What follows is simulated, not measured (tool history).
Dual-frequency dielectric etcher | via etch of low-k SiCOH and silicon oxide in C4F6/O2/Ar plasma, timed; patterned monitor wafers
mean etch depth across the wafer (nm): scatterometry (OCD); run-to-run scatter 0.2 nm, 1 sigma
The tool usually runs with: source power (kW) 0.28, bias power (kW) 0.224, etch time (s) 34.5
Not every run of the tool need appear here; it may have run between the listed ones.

run	hour	source power (kW)	bias power (kW)	etch time (s)	read-back reference wafer on the same gauge, depth_nm	mean etch depth across the wafer (nm)
1	0	0.28	0.224	34.5	70.3	77
2	82.1	0.28	0.224	34.5	70.3	77.1
3	136.1	0.28	0.224	27.5	70.3	61.7
4	231.2	0.28	0.224	27.5	70.3	61.1
# hour 273: source power generator calibrated
5	306.6	0.28	0.224	27.5	70.3	61.4
# hour 355.2: wet clean of the chamber
6	363.8	0.3	0.252	40	70.3	97.3
7	455.5	0.34	0.224	28.5	70.3	68.5
8	518.2	0.28	0.244	27	70.3	62.9
9	555.8	0.3	0.224	28	70.3	64.3
# hour 614.2: upper electrode replaced
10	651.6	0.28	0.224	34.5	70.3	76.6
11	746.4	0.24	0.274	24.5	70.3	57
12	847.1	0.34	0.224	24	70.3	57.3
13	908.8	0.28	0.224	34.5	70.3	76.5
14	958.3	0.25	0.198	37.5	70.3	74.1
15	1069.5	0.28	0.224	34.5	70.3	76.2
# hour 1149: wet clean of the chamber
16	1166.7	0.22	0.252	25.5	70.3	54.6
# hour 1202.7: bias power generator calibrated
17	1258.7	0.28	0.261	28.5	70.3	69.9
18	1338.9	0.28	0.224	34.5	70.3	77.6
19	1389.3	0.23	0.2	39	70.3	76.8
20	1458.4	0.25	0.224	34.5	70.3	74.7
21	1509.1	0.28	0.224	34.5	70.3	78.2
22	1615.9	0.28	0.184	44	70.3	89.1
# hour 1777.8: gauge calibrated
# hour 1908.1: wet clean of the chamber
23	1908.6	0.28	0.252	31.5	70.3	75.7
24	1934.7	0.28	0.28	34.5	70.3	87.5
25	1984.5	0.28	0.224	34.5	70.3	77.4
26	2090.8	0.22	0.187	34.5	70.3	64.1
27	2161.6	0.32	0.204	25.5	70.3	57.2
28	2269	0.28	0.224	34.5	70.3	77.6
29	2355.8	0.28	0.275	34.5	70.3	86.3

Subtracting, for every run, the result it would have given without the tool's unlogged condition from the measured result gives the following. The same run-to-run variation enters both numbers; the gauge's scatter may not:
What the log doesn't record here: etch rate over this chamber's usual, %; source power that arrives over what is set, %; bias power that arrives over what is set, %; gauge reads high (%).
run	mean etch depth across the wafer (nm)
1	-0.5
2	-0.5
3	-0.4
4	-0.5
5	-0.5
6	-1
7	-0.7
8	-0.7
9	-0.8
10	-0.9
11	-0.8
12	-0.8
13	-1.2
14	-1.1
15	-1.3
16	-1
17	+0.3
18	+0.3
19	+0.3
20	+0.3
21	+0.3
22	+0.3
23	+0.2
24	+0.2
25	+0.2
26	+0.1
27	+0.1
28	+0.1
29	+0
